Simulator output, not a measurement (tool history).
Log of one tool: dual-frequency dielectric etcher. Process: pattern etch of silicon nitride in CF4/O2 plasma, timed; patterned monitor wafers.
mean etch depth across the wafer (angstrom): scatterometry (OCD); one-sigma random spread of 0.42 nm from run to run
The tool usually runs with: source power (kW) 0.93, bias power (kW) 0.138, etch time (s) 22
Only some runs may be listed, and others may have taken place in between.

run,hour,source power (kW),bias power (kW),etch time (s),"read-back reference wafer on the same gauge, depth_nm",mean etch depth across the wafer (angstrom)
1,0,0.8,0.138,22,61.5,595
2,36.7,0.8,0.138,22,61.6,601
3,92.5,0.8,0.138,22,61.6,602
4,169.6,0.93,0.138,22,61.5,715
5,267.7,0.93,0.138,22,61.8,711
6,334.2,0.93,0.138,22,61.6,720
7,389.6,0.93,0.138,22,61.6,707
8,497.1,1.09,0.138,22,61.7,833
# hour 545.4: wet clean of the chamber
# hour 553: bias power generator calibrated
9,556.2,1.09,0.138,22,61.6,838
10,634.1,1.09,0.138,22,61.6,842
11,684.7,0.93,0.138,22,61.7,712
12,728.5,0.93,0.138,22,61.6,709
13,787.3,0.93,0.138,22,61.7,709
14,838.6,1.09,0.166,20,61.6,812
15,934.6,1.14,0.138,22,61.7,881
# hour 980.3: upper electrode replaced
16,1012,0.93,0.138,22,61.6,707
# hour 1064.6: source power generator calibrated
17,1065,0.93,0.138,22,61.8,709
18,1116.1,0.93,0.138,22,61.6,710
19,1162.3,0.8,0.138,26,61.6,714
# hour 1213.4: gauge calibrated
20,1214.1,0.93,0.17,22,61.6,763
# hour 1260: wet clean of the chamber
21,1291.2,0.93,0.138,28,61.7,898
22,1345.4,1.01,0.138,22,61.6,771

Run 23 has not been measured yet. What should we expect?
23,1392.1,0.74,0.163,19,?,?

{"run 23": {"read-back reference wafer on the same gauge, depth_nm": 61.7, "mean etch depth across the wafer (angstrom)": 509}}
With the hidden condition absent and the run-to-run variation left alone, this run would have shown mean etch depth across the wafer (angstrom) 509.

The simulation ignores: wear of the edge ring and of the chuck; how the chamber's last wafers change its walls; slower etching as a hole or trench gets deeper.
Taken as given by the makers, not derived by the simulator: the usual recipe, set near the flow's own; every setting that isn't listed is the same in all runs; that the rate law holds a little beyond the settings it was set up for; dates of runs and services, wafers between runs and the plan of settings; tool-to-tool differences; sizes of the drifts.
